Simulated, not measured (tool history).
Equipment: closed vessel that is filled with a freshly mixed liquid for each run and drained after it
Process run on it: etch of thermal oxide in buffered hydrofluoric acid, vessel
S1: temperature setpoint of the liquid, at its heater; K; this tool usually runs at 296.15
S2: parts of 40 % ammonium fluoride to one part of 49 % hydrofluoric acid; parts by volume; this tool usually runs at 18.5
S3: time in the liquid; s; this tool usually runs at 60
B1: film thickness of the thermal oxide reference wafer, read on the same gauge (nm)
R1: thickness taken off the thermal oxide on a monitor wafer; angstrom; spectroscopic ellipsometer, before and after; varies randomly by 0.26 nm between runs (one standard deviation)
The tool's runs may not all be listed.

Run 1, hour 0: usual settings; B1 100. Result: R1 359.3 angstrom.
Run 2, hour 48.3: usual settings; B1 99.98. Result: R1 356.6 angstrom.
Run 3, hour 95.4: usual settings but S1 292.65 K; B1 100. Result: R1 300.5 angstrom.
Run 4, hour 192.7: usual settings but S1 292.65 K; B1 100. Result: R1 295.9 angstrom.
Run 5, hour 292: usual settings but S2 20 parts by volume, S3 40 s; B1 100.01. Result: R1 224.4 angstrom.
Run 6, hour 382.8: usual settings but S2 20 parts by volume, S3 40 s; B1 99.99. Result: R1 227.6 angstrom.
Run 7, hour 442.1: usual settings but S2 20 parts by volume, S3 40 s; B1 99.99. Result: R1 225.1 angstrom.
Run 8, hour 497.9: usual settings but S2 16.5 parts by volume; B1 100. Result: R1 409.1 angstrom.
At hour 544.1: thermometer replaced.
Run 9, hour 559: usual settings but S2 16.5 parts by volume; B1 100.01. Result: R1 405.6 angstrom.
Run 10, hour 603.7: usual settings; B1 100. Result: R1 371.9 angstrom.
Run 11, hour 671.8: usual settings but S3 75 s; B1 100. Result: R1 461.1 angstrom.
Run 12, hour 729.9: usual settings but S1 299.65 K, S2 12.5 parts by volume, S3 40 s; B1 99.99. Result: R1 439.3 angstrom.
Run 13, hour 819.2: usual settings but S1 297.65 K, S2 21.5 parts by volume, S3 80 s; B1 99.95. Result: R1 462.9 angstrom.
At hour 867.8: gauge calibrated.
Run 14, hour 909.7: usual settings but S1 294.65 K, S2 25.5 parts by volume, S3 45 s; B1 100.02. Result: R1 195.8 angstrom.
At hour 992.2: thermometer replaced.
Run 15, hour 1008.8: usual settings but S1 293.15 K, S3 85 s; B1 99.99. Result: R1 444.4 angstrom.
Run 16, hour 1107.3: usual settings; B1 100.01. Result: R1 376.5 angstrom.
At hour 1134.4: hydrofluoric acid flow meter replaced.
Run 17, hour 1422.3: usual settings but S2 20 parts by volume, S3 40 s; B1 100. Result: R1 218.8 angstrom.
Run 18, hour 1476.8: usual settings but S2 20 parts by volume, S3 40 s; B1 100.03. Result: R1 220.7 angstrom.
At hour 1523.2: thermometer replaced.
Run 19, hour 1539.1: usual settings but S2 13.5 parts by volume, S3 30 s; B1 99.98. Result: R1 243.9 angstrom.
Run 20, hour 1575.2: usual settings but S1 298.65 K, S2 14 parts by volume, S3 40 s; B1 100. Result: R1 362.4 angstrom.
Run 21, hour 1612.3: usual settings but S1 292.15 K; B1 99.99. Result: R1 290.9 angstrom.

Hidden state or all else? Some run-to-run changes of R1, split into what the settings, what came in and random variation would give without the hidden state, and what is left for the hidden state (with any gauge scatter that isn't in both results):
The hidden state here: liquid hotter than its thermometer reads (K); hydrofluoric acid flow above the setpoint (%); gauge reads high (%).
Run 13 -> 14: S1 297.65 -> 294.65, S2 21.5 -> 25.5, S3 80 -> 45, gauge calibrated. R1 -267.1 angstrom: hidden state -11.1, all else -256.
Run 14 -> 15: S1 294.65 -> 293.15, S2 25.5 -> 18.5, S3 45 -> 85, thermometer replaced. R1 +248.6 angstrom: hidden state +22.1, all else +226.5.
Run 16 -> 17: S2 18.5 -> 20, S3 60 -> 40, hydrofluoric acid flow meter replaced. R1 -157.7 angstrom: hidden state -20.3, all else -137.4.
